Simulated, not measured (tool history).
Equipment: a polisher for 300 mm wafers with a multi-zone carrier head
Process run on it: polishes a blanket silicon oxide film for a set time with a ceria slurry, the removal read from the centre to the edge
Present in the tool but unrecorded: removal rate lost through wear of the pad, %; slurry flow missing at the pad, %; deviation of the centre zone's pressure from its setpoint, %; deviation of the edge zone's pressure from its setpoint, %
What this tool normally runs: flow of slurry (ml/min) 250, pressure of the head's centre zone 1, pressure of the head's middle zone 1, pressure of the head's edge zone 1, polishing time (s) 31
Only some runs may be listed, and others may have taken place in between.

| run | day | flow of slurry (ml/min) | pressure of the head's centre zone | pressure of the head's middle zone | pressure of the head's edge zone | polishing time (s) | wafers since the last listed run | wafers polished on this pad | hours since the slurry nozzle was cleaned | hours since the centre zone pressure was calibrated | hours since the edge zone pressure was calibrated | hours since the carrier head's membrane was replaced | incoming thickness of the incoming film, nm | film removed at the wafer's centre (Å) | film removed at mid-radius (Å) | film removed at the wafer's edge (Å) |
|---|---|---|---|---|---|---|---|---|---|---|---|---|---|---|---|---|
| 1 | 0 | 250 | 1 | 1 | 1 | 31 | 0 | 482 | 116.6 | 226.5 | 226.3 | 688.9 | 1104.9 | 1270 | 1218 | 1245 |
| 2 | 1.725 | 250 | 1 | 1 | 1 | 31 | 460 | 943 | 158 | 267.9 | 267.7 | 730.3 | 1098 | 1275 | 1249 | 1222 |
| 3 | 5.725 | 250 | 1 | 0.94 | 1 | 31 | 1067 | 2010 | 254 | 363.9 | 363.7 | 826.3 | 1110.2 | 1283 | 1139 | 1191 |
|  | 6.183 | carrier head's membrane replaced by a new one |
| 4 | 8.75 | 250 | 1 | 0.94 | 1 | 31 | 751 | 2762 | 326.6 | 436.5 | 436.3 | 61.6 | 1104.8 | 1269 | 1118 | 1167 |
|  | 10.158 | worn pad replaced by a new one |
| 5 | 10.525 | 250 | 1 | 0.94 | 1 | 31 | 429 | 97 | 369.2 | 479.1 | 478.9 | 104.2 | 1081.6 | 1370 | 1162 | 1251 |
|  | 11.142 | slurry nozzle cleaned |
|  | 12.229 | centre zone pressure recalibrated |
| 6 | 13.604 | 250 | 1 | 1 | 0.91 | 31 | 788 | 885 | 59.1 | 33 | 552.8 | 178.1 | 1101.3 | 1238 | 1220 | 1188 |
| 7 | 17.646 | 250 | 1 | 1 | 0.91 | 31 | 1078 | 1964 | 156.1 | 130 | 649.8 | 275.1 | 1092.5 | 1198 | 1197 | 1152 |
|  | 20.188 | worn pad replaced by a new one |
| 8 | 20.562 | 250 | 1 | 1 | 0.91 | 31 | 733 | 100 | 226.1 | 200 | 719.8 | 345.1 | 1110.6 | 1312 | 1242 | 1222 |
| 9 | 24.279 | 250 | 1 | 1 | 1.1 | 31 | 991 | 1092 | 315.3 | 289.2 | 809 | 434.3 | 1098.6 | 1266 | 1224 | 1253 |
| 10 | 26.383 | 250 | 1 | 0.93 | 1 | 31 | 561 | 1653 | 365.8 | 339.7 | 859.5 | 484.8 | 1081.3 | 1246 | 1118 | 1216 |
|  | 28.088 | slurry nozzle cleaned |
| 11 | 28.717 | 175 | 1 | 1 | 1.1 | 31 | 611 | 2265 | 15.1 | 395.7 | 915.5 | 540.8 | 1102.8 | 1217 | 1171 | 1225 |
| 12 | 31.483 | 195 | 1 | 1.07 | 1.06 | 31 | 738 | 3004 | 81.5 | 462.1 | 981.9 | 607.2 | 1093.3 | 1213 | 1221 | 1192 |
|  | 31.971 | centre zone pressure recalibrated |
|  | 32.467 | worn pad replaced by a new one |
|  | 32.608 | edge zone pressure recalibrated |
| 13 | 34.671 | 200 | 1 | 1 | 1 | 31 | 761 | 565 | 158 | 64.8 | 49.5 | 683.7 | 1118 | 1236 | 1207 | 1218 |
| 14 | 36.85 | 190 | 1.06 | 1 | 1 | 23 | 581 | 1147 | 210.3 | 117.1 | 101.8 | 736 | 1092.6 | 949 | 869 | 885 |
| 15 | 39.017 | 250 | 1 | 1 | 1.06 | 23 | 578 | 1725 | 262.3 | 169.1 | 153.8 | 788 | 1095.6 | 923 | 868 | 899 |
|  | 42.05 | carrier head's membrane replaced by a new one |
|  | 42.062 | slurry nozzle cleaned |
| 16 | 43.104 | 250 | 0.95 | 1.04 | 1 | 41 | 1032 | 2758 | 25 | 267.2 | 251.9 | 25.3 | 1100.4 | 1530 | 1604 | 1546 |
|  | 45.442 | worn pad replaced by a new one |
| 17 | 47.429 | 250 | 1 | 1 | 1 | 31 | 1109 | 530 | 128.8 | 371 | 355.7 | 129.1 | 1118.2 | 1301 | 1227 | 1230 |
| 18 | 49.642 | 250 | 1 | 0.94 | 1 | 31 | 590 | 1120 | 181.9 | 424.1 | 408.8 | 182.2 | 1083.3 | 1295 | 1151 | 1230 |
| 19 | 52.825 | 250 | 1 | 1.08 | 1 | 31 | 849 | 1970 | 258.3 | 500.5 | 485.2 | 258.6 | 1100.2 | 1304 | 1234 | 1204 |
|  | 55.717 | worn pad replaced by a new one |
|  | 55.721 | slurry nozzle cleaned |
| 20 | 55.858 | 220 | 1.07 | 1 | 0.96 | 31 | 763 | 36 | 3.3 | 573.3 | 558 | 331.4 | 1107.5 | 1479 | 1240 | 1239 |

What will run 21 give?
|  | 56.912 | centre zone pressure recalibrated |
| 21 | 58.175 | 310 | 0.95 | 0.96 | 1.08 | 31 | 596 | 632 | 58.9 | 30.3 | 613.6 | 387 | 1086.7 | ? | ? | ? |

Run 21 measured film removed at the wafer's centre (Å) 1243, film removed at mid-radius (Å) 1233, film removed at the wafer's edge (Å) 1279.
If the tool had no hidden condition, the same run with the same run-to-run variation would have returned film removed at the wafer's centre (Å) 1247, film removed at mid-radius (Å) 1253, film removed at the wafer's edge (Å) 1300.
